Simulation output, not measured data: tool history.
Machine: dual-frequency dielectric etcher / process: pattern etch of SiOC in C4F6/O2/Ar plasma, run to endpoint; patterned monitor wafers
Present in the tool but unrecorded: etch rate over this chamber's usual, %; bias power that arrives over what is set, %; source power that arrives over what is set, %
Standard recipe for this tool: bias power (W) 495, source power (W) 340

run,day,bias power (W),source power (W),wafers since the last listed run,hours since the last wet clean,hours since the last bias power generator calibration,hours since the last source power generator calibration,hours since the last upper electrode change,"incoming incoming film thickness, nm",endpoint time (s)
1,0.000,495,340,0,334.7,3519.8,3188.9,2154.5,43.01,15.3
2,0.558,495,340,157,348.1,3533.2,3202.3,2167.9,43.48,15.6
3,1.017,528,380,129,359.1,3544.2,3213.3,2178.9,42.90,14.3
# day 2.350: source power generator calibrated
# day 2.654: wet clean of the chamber
# day 2.817: bias power generator calibrated
4,2.838,528,380,335,4.4,0.5,11.7,2222.6,43.16,14.4
5,2.850,410,340,3,4.7,0.8,12.0,2222.9,43.24,16.4
6,2.929,410,340,22,6.6,2.7,13.9,2224.8,43.03,16.0
7,3.262,410,340,94,14.6,10.7,21.9,2232.8,43.36,16.3
8,3.800,617,320,151,27.5,23.6,34.8,2245.7,43.09,14.9
9,4.054,574,300,71,33.6,29.7,40.9,2251.8,43.21,15.6
10,4.733,600,280,191,49.9,46.0,57.2,2268.1,43.31,16.1
# day 5.983: upper electrode replaced
11,6.004,555,400,76,80.4,76.5,87.7,0.5,42.99,13.8
12,6.017,547,390,3,80.7,76.8,88.0,0.8,43.01,14.0
13,6.350,577,370,94,88.7,84.8,96.0,8.8,43.22,14.1
14,7.000,495,340,183,104.3,100.4,111.6,24.4,42.87,15.3
15,7.742,410,340,209,122.1,118.2,129.4,42.2,43.22,16.2

5 options for the next run, each taken on its own from the tool as it stands now. Forecast them:
A,7.758,495,270,4,122.5,118.6,129.8,42.6,43.07,?
B,7.758,495,380,4,122.5,118.6,129.8,42.6,43.07,?
C,7.758,552,280,4,122.5,118.6,129.8,42.6,43.07,?
D,7.758,401,410,4,122.5,118.6,129.8,42.6,43.07,?
E,7.758,411,340,4,122.5,118.6,129.8,42.6,43.07,?

run,endpoint time (s)
A,17.3
B,14.5
C,16.4
D,14.8
E,16.1
With no hidden state in the tool, these same runs would have given:
run,endpoint time (s)
A,17.3
B,14.5
C,16.4
D,14.8
E,16.1

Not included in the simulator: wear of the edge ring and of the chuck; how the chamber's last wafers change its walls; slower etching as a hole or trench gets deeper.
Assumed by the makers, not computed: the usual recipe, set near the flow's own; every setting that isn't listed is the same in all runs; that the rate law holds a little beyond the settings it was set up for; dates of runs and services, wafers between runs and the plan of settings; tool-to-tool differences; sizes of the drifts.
